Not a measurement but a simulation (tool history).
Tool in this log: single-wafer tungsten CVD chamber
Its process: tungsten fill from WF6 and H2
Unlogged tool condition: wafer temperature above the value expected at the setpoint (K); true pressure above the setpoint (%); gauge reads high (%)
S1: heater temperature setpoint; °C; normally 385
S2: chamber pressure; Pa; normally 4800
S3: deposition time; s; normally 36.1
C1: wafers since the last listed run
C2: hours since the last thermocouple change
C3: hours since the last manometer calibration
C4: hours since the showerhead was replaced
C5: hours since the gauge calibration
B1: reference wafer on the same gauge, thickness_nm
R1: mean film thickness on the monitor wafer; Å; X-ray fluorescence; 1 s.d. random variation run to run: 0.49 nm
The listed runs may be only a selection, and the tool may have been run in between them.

| run | hour | S1 | S2 | S3 | C1 | C2 | C3 | C4 | C5 | B1 | R1 |
|---|---|---|---|---|---|---|---|---|---|---|---|
| 1 | 0 | 385 | 4800 | 41.7 | 0 | 748.7 | 1912.7 | 4855.7 | 747.6 | 86.914 | 948.45 |
| 2 | 57.7 | 385 | 4800 | 41.7 | 1076 | 806.4 | 1970.4 | 4913.4 | 805.3 | 86.949 | 953.85 |
| 3 | 89.6 | 385 | 4800 | 36.1 | 594 | 838.3 | 2002.3 | 4945.3 | 837.2 | 86.887 | 826.05 |
| 4 | 144.3 | 385 | 4800 | 36.1 | 1020 | 893 | 2057 | 5000 | 891.9 | 86.961 | 816.3 |
| 5 | 203 | 379 | 4800 | 36.1 | 1094 | 951.7 | 2115.7 | 5058.7 | 950.6 | 87.114 | 714.44 |
| 6 | 239.3 | 379 | 4800 | 36.1 | 676 | 988 | 2152 | 5095 | 986.9 | 87.034 | 714.01 |
| 7 | 300.9 | 385 | 4466 | 36.1 | 1148 | 1049.6 | 2213.6 | 5156.6 | 1048.5 | 86.75 | 780.51 |
| 8 | 364.2 | 385 | 4466 | 36.1 | 1180 | 1112.9 | 2276.9 | 5219.9 | 1111.8 | 86.708 | 781.3 |
| 9 | 434.3 | 385 | 4466 | 36.1 | 1307 | 1183 | 2347 | 5290 | 1181.9 | 86.983 | 781.36 |
| 10 | 488.1 | 394 | 4800 | 36.1 | 1003 | 1236.8 | 2400.8 | 5343.8 | 1235.7 | 86.917 | 1011.37 |
| 11 | 532.5 | 382 | 4800 | 36.1 | 828 | 1281.2 | 2445.2 | 5388.2 | 1280.1 | 86.947 | 771.36 |
|  | 555.7 | thermocouple changed; heater temperature recalibrated |
| 12 | 604.2 | 382 | 4800 | 36.1 | 1187 | 48.5 | 2516.9 | 5459.9 | 1351.8 | 86.623 | 774.72 |
| 13 | 653.8 | 382 | 4800 | 36.1 | 924 | 98.1 | 2566.5 | 5509.5 | 1401.4 | 86.842 | 774.76 |
| 14 | 708.2 | 385 | 4800 | 36.1 | 1014 | 152.5 | 2620.9 | 5563.9 | 1455.8 | 86.876 | 830.63 |
| 15 | 738.8 | 385 | 4800 | 36.1 | 570 | 183.1 | 2651.5 | 5594.5 | 1486.4 | 87.127 | 825.1 |
| 16 | 784.3 | 385 | 4466 | 36.1 | 848 | 228.6 | 2697 | 5640 | 1531.9 | 87.01 | 768.27 |
| 17 | 852 | 385 | 4800 | 36.1 | 1262 | 296.3 | 2764.7 | 5707.7 | 1599.6 | 86.9 | 822.36 |
| 18 | 908.6 | 393 | 4800 | 36.1 | 1055 | 352.9 | 2821.3 | 5764.3 | 1656.2 | 86.898 | 983.97 |
| 19 | 935.5 | 395 | 3693 | 36.1 | 501 | 379.8 | 2848.2 | 5791.2 | 1683.1 | 86.809 | 808.56 |
| 20 | 960.8 | 398 | 5880 | 41.4 | 471 | 405.1 | 2873.5 | 5816.5 | 1708.4 | 86.977 | 1465.11 |
|  | 977.1 | capacitance manometer re-zeroed and calibrated |
| 21 | 1014.7 | 396 | 3973 | 40.3 | 855 | 459 | 37.6 | 5870.4 | 1762.3 | 87.029 | 997.42 |
|  | 1066.4 | gauge calibrated |
| 22 | 1080.3 | 372 | 5546 | 31.9 | 1223 | 524.6 | 103.2 | 5936 | 13.9 | 86.811 | 595.49 |
| 23 | 1130.9 | 381 | 5226 | 42.5 | 943 | 575.2 | 153.8 | 5986.6 | 64.5 | 86.807 | 955.75 |
| 24 | 1165.1 | 374 | 5733 | 42.5 | 637 | 609.4 | 188 | 6020.8 | 98.7 | 86.793 | 872.91 |
| 25 | 1209.1 | 385 | 5106 | 39.8 | 820 | 653.4 | 232 | 6064.8 | 142.7 | 86.756 | 963.21 |
| 26 | 1280.3 | 391 | 4800 | 36.1 | 1327 | 724.6 | 303.2 | 6136 | 213.9 | 86.976 | 943.02 |
| 27 | 1336.2 | 399 | 5560 | 41.8 | 1042 | 780.5 | 359.1 | 6191.9 | 269.8 | 86.967 | 1451.03 |
|  | 1357.3 | showerhead replaced |
| 28 | 1382.6 | 370 | 3893 | 33.9 | 716 | 826.9 | 405.5 | 25.3 | 316.2 | 87.132 | 454.62 |
| 29 | 1426.2 | 390 | 4466 | 38.7 | 813 | 870.5 | 449.1 | 68.9 | 359.8 | 86.816 | 930.63 |
| 30 | 1454.6 | 376 | 4800 | 39.8 | 529 | 898.9 | 477.5 | 97.3 | 388.2 | 87.159 | 741.5 |
| 31 | 1489.3 | 398 | 3986 | 29.6 | 647 | 933.6 | 512.2 | 132 | 422.9 | 87.13 | 770.59 |
| 32 | 1513.5 | 400 | 4800 | 38.6 | 451 | 957.8 | 536.4 | 156.2 | 447.1 | 86.906 | 1230.04 |
| 33 | 1708.4 | 385 | 4800 | 36.1 | 3634 | 1152.7 | 731.3 | 351.1 | 642 | 87.164 | 824.54 |
| 34 | 1764.5 | 385 | 4800 | 36.1 | 1046 | 1208.8 | 787.4 | 407.2 | 698.1 | 86.674 | 821.61 |

The tool's hidden state at each run:
wafer temperature above the value expected at the setpoint (K): 0 across all the runs
true pressure above the setpoint (%): 0 across all the runs
gauge reads high (%): 0 across all the runs
